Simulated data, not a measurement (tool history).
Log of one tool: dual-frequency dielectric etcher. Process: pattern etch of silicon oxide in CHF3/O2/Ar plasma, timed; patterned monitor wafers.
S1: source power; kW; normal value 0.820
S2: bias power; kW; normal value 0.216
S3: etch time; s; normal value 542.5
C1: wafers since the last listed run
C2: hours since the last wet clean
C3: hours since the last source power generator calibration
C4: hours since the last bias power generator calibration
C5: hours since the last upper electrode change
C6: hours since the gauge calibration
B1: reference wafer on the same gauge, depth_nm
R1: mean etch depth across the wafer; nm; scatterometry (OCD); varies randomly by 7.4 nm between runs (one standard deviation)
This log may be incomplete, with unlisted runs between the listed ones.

run 1 hour=0.0 | S1=0.820 S2=0.216 S3=542.5 | C1=0 C2=6.1 C3=3438.9 C4=3385.3 C5=1428.5 C6=720.0 | B1=1688.3 | R1=1464.2
run 2 hour=50.8 | S1=0.820 S2=0.216 S3=542.5 | C1=112 C2=56.9 C3=3489.7 C4=3436.1 C5=1479.3 C6=770.8 | B1=1690.6 | R1=1451.6
run 3 hour=83.6 | S1=0.820 S2=0.216 S3=542.5 | C1=72 C2=89.7 C3=3522.5 C4=3468.9 C5=1512.1 C6=803.6 | B1=1693.5 | R1=1443.0
run 4 hour=117.1 | S1=0.820 S2=0.216 S3=542.5 | C1=74 C2=123.2 C3=3556.0 C4=3502.4 C5=1545.6 C6=837.1 | B1=1692.6 | R1=1443.6
-- hour=128.2 gauge calibrated
run 5 hour=161.5 | S1=0.820 S2=0.216 S3=542.5 | C1=98 C2=167.6 C3=3600.4 C4=3546.8 C5=1590.0 C6=33.3 | B1=1688.7 | R1=1433.2
run 6 hour=220.4 | S1=0.820 S2=0.216 S3=542.5 | C1=130 C2=226.5 C3=3659.3 C4=3605.7 C5=1648.9 C6=92.2 | B1=1689.8 | R1=1427.6
run 7 hour=256.6 | S1=0.820 S2=0.216 S3=542.5 | C1=80 C2=262.7 C3=3695.5 C4=3641.9 C5=1685.1 C6=128.4 | B1=1687.6 | R1=1423.5
run 8 hour=314.5 | S1=0.820 S2=0.216 S3=542.5 | C1=128 C2=320.6 C3=3753.4 C4=3699.8 C5=1743.0 C6=186.3 | B1=1689.0 | R1=1411.2
run 9 hour=372.6 | S1=0.920 S2=0.216 S3=655.0 | C1=128 C2=378.7 C3=3811.5 C4=3757.9 C5=1801.1 C6=244.4 | B1=1691.5 | R1=1762.3
run 10 hour=441.6 | S1=0.920 S2=0.216 S3=655.0 | C1=152 C2=447.7 C3=3880.5 C4=3826.9 C5=1870.1 C6=313.4 | B1=1688.2 | R1=1743.4
run 11 hour=468.0 | S1=0.820 S2=0.216 S3=670.5 | C1=58 C2=474.1 C3=3906.9 C4=3853.3 C5=1896.5 C6=339.8 | B1=1688.8 | R1=1706.0
run 12 hour=513.5 | S1=0.870 S2=0.216 S3=542.5 | C1=100 C2=519.6 C3=3952.4 C4=3898.8 C5=1942.0 C6=385.3 | B1=1689.3 | R1=1414.3
-- hour=547.9 wet clean of the chamber
run 13 hour=585.0 | S1=0.820 S2=0.216 S3=391.5 | C1=105 C2=37.1 C3=4023.9 C4=3970.3 C5=2013.5 C6=456.8 | B1=1688.9 | R1=1049.8
run 14 hour=622.6 | S1=0.820 S2=0.230 S3=542.5 | C1=83 C2=74.7 C3=4061.5 C4=4007.9 C5=2051.1 C6=494.4 | B1=1688.3 | R1=1479.8
run 15 hour=658.7 | S1=0.640 S2=0.231 S3=542.5 | C1=79 C2=110.8 C3=4097.6 C4=4044.0 C5=2087.2 C6=530.5 | B1=1688.6 | R1=1326.6
-- hour=690.0 upper electrode replaced, of another model than before
run 16 hour=718.0 | S1=0.820 S2=0.237 S3=461.5 | C1=78 C2=170.1 C3=4156.9 C4=4103.3 C5=28.0 C6=589.8 | B1=1690.1 | R1=1250.2
run 17 hour=754.4 | S1=0.920 S2=0.248 S3=463.0 | C1=80 C2=206.5 C3=4193.3 C4=4139.7 C5=64.4 C6=626.2 | B1=1691.9 | R1=1372.7
run 18 hour=798.3 | S1=0.820 S2=0.216 S3=542.5 | C1=97 C2=250.4 C3=4237.2 C4=4183.6 C5=108.3 C6=670.1 | B1=1685.3 | R1=1417.6
run 19 hour=860.9 | S1=0.820 S2=0.255 S3=398.0 | C1=138 C2=313.0 C3=4299.8 C4=4246.2 C5=170.9 C6=732.7 | B1=1689.1 | R1=1093.0
-- hour=967.3 source power generator calibrated
-- hour=970.8 gauge calibrated
run 20 hour=980.5 | S1=0.920 S2=0.248 S3=463.0 | C1=256 C2=432.6 C3=13.2 C4=4365.8 C5=290.5 C6=9.7 | B1=1693.3 | R1=1325.6
-- hour=1013.1 bias power generator calibrated
run 21 hour=1052.4 | S1=0.740 S2=0.183 S3=495.0 | C1=150 C2=504.5 C3=85.1 C4=39.3 C5=362.4 C6=81.6 | B1=1691.7 | R1=1122.2
run 22 hour=1117.6 | S1=0.820 S2=0.216 S3=542.5 | C1=144 C2=569.7 C3=150.3 C4=104.5 C5=427.6 C6=146.8 | B1=1687.7 | R1=1373.9
-- hour=1172.8 wet clean of the chamber
run 23 hour=1187.2 | S1=0.640 S2=0.216 S3=542.5 | C1=101 C2=14.4 C3=219.9 C4=174.1 C5=497.2 C6=216.4 | B1=1689.1 | R1=1241.8
run 24 hour=1250.2 | S1=0.820 S2=0.216 S3=384.5 | C1=139 C2=77.4 C3=282.9 C4=237.1 C5=560.2 C6=279.4 | B1=1691.2 | R1=1038.6
run 25 hour=1293.1 | S1=0.820 S2=0.193 S3=542.5 | C1=95 C2=120.3 C3=325.8 C4=280.0 C5=603.1 C6=322.3 | B1=1690.8 | R1=1413.7

Forecast each of these 3 alternatives for the next run:
run A hour=1293.7 | S1=0.820 S2=0.216 S3=542.5 | C1=1 C2=120.9 C3=326.4 C4=280.6 C5=603.7 C6=322.9 | B1=? | R1=?
run B hour=1293.7 | S1=0.700 S2=0.261 S3=694.5 | C1=1 C2=120.9 C3=326.4 C4=280.6 C5=603.7 C6=322.9 | B1=? | R1=?
run C hour=1293.7 | S1=0.680 S2=0.216 S3=414.0 | C1=1 C2=120.9 C3=326.4 C4=280.6 C5=603.7 C6=322.9 | B1=? | R1=?

run=A B1=1689.3 R1=1459.6
run=B B1=1689.3 R1=1789.7
run=C B1=1689.3 R1=983.1
Take away the tool's hidden state, keep each run's random variation, and the runs would have read:
run=A R1=1460.3
run=B R1=1790.5
run=C R1=983.6
